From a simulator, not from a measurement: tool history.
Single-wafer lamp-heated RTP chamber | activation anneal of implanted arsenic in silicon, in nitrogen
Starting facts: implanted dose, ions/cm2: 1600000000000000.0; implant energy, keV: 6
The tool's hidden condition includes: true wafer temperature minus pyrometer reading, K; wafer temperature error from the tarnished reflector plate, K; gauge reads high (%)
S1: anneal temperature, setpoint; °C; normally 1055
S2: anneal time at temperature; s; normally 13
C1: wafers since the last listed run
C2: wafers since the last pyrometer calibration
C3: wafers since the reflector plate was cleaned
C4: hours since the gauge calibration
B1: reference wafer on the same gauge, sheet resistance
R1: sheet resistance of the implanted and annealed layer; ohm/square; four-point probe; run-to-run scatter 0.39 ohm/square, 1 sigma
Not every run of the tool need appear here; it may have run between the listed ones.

run 1 hour=0.0 | S1=1055 S2=13 | C1=0 C2=566 C3=2834 C4=751.8 | B1=93.97 | R1=101.76
-- hour=14.8 reflector plate cleaned
run 2 hour=58.1 | S1=1072 S2=13 | C1=550 C2=1117 C3=476 C4=809.9 | B1=93.98 | R1=93.16
-- hour=108.6 pyrometer window cleaned and pyrometer calibrated
run 3 hour=120.6 | S1=1072 S2=13 | C1=599 C2=132 C3=1075 C4=872.4 | B1=94.04 | R1=93.65
run 4 hour=149.9 | S1=1072 S2=13 | C1=322 C2=454 C3=1397 C4=901.7 | B1=94.02 | R1=93.14
run 5 hour=185.6 | S1=1047 S2=17 | C1=392 C2=846 C3=1790 C4=937.4 | B1=93.98 | R1=100.08
run 6 hour=230.2 | S1=1047 S2=17 | C1=490 C2=1337 C3=2280 C4=982.0 | B1=94.08 | R1=99.57
run 7 hour=257.1 | S1=1055 S2=13 | C1=295 C2=1633 C3=2576 C4=1008.9 | B1=94.03 | R1=100.49
run 8 hour=287.6 | S1=1055 S2=13 | C1=335 C2=1968 C3=2912 C4=1039.4 | B1=94.00 | R1=99.46
-- hour=312.1 pyrometer window cleaned and pyrometer calibrated
-- hour=322.4 gauge calibrated
-- hour=329.8 reflector plate cleaned
run 9 hour=331.0 | S1=1055 S2=18 | C1=301 C2=119 C3=13 C4=8.6 | B1=93.97 | R1=96.11
run 10 hour=371.3 | S1=1055 S2=18 | C1=443 C2=562 C3=456 C4=48.9 | B1=94.00 | R1=94.95
run 11 hour=408.0 | S1=1028 S2=20 | C1=403 C2=966 C3=860 C4=85.6 | B1=93.98 | R1=110.66
run 12 hour=477.6 | S1=1055 S2=13 | C1=765 C2=1731 C3=1625 C4=155.2 | B1=94.04 | R1=100.48
-- hour=509.3 pyrometer window cleaned and pyrometer calibrated
run 13 hour=538.9 | S1=1025 S2=7 | C1=586 C2=325 C3=2211 C4=216.5 | B1=94.04 | R1=150.52
run 14 hour=593.1 | S1=1055 S2=11 | C1=596 C2=921 C3=2807 C4=270.7 | B1=93.97 | R1=105.44
-- hour=623.4 reflector plate cleaned
run 15 hour=649.7 | S1=1080 S2=15 | C1=534 C2=1456 C3=289 C4=327.3 | B1=94.03 | R1=87.16
-- hour=663.1 pyrometer window cleaned and pyrometer calibrated
run 16 hour=712.0 | S1=1038 S2=7 | C1=597 C2=538 C3=886 C4=389.6 | B1=94.06 | R1=137.50
run 17 hour=755.5 | S1=1055 S2=13 | C1=478 C2=1016 C3=1365 C4=433.1 | B1=94.07 | R1=102.23
run 18 hour=787.7 | S1=1055 S2=13 | C1=354 C2=1370 C3=1719 C4=465.3 | B1=94.02 | R1=101.40
-- hour=828.8 pyrometer window cleaned and pyrometer calibrated
run 19 hour=829.3 | S1=1072 S2=13 | C1=369 C2=5 C3=2088 C4=506.9 | B1=94.01 | R1=93.89
-- hour=894.1 reflector plate cleaned
run 20 hour=894.6 | S1=1036 S2=21 | C1=630 C2=636 C3=5 C4=572.2 | B1=93.99 | R1=104.16

What the log doesn't show, run by run:
gauge reads high (%): 0 in every run
H1: true wafer temperature minus pyrometer reading, K
H2: wafer temperature error from the tarnished reflector plate, K
run=1 H1=1.3 H2=3.74
run=2 H1=2.64 H2=0.739
run=3 H1=0.748 H2=1.17
run=4 H1=1.43 H2=1.49
run=5 H1=2.25 H2=2
run=6 H1=3.28 H2=2.79
run=7 H1=3.91 H2=3.36
run=8 H1=4.61 H2=4.09
run=9 H1=1.07 H2=0.297
run=10 H1=2 H2=0.376
run=11 H1=2.85 H2=0.579
run=12 H1=4.46 H2=1.31
run=13 H1=0.696 H2=2.32
run=14 H1=1.95 H2=3.5
run=15 H1=3.26 H2=0.0424
run=16 H1=1.63 H2=0.373
run=17 H1=2.64 H2=0.816
run=18 H1=3.38 H2=1.26
run=19 H1=0.356 H2=1.97
run=20 H1=1.87 H2=0.281
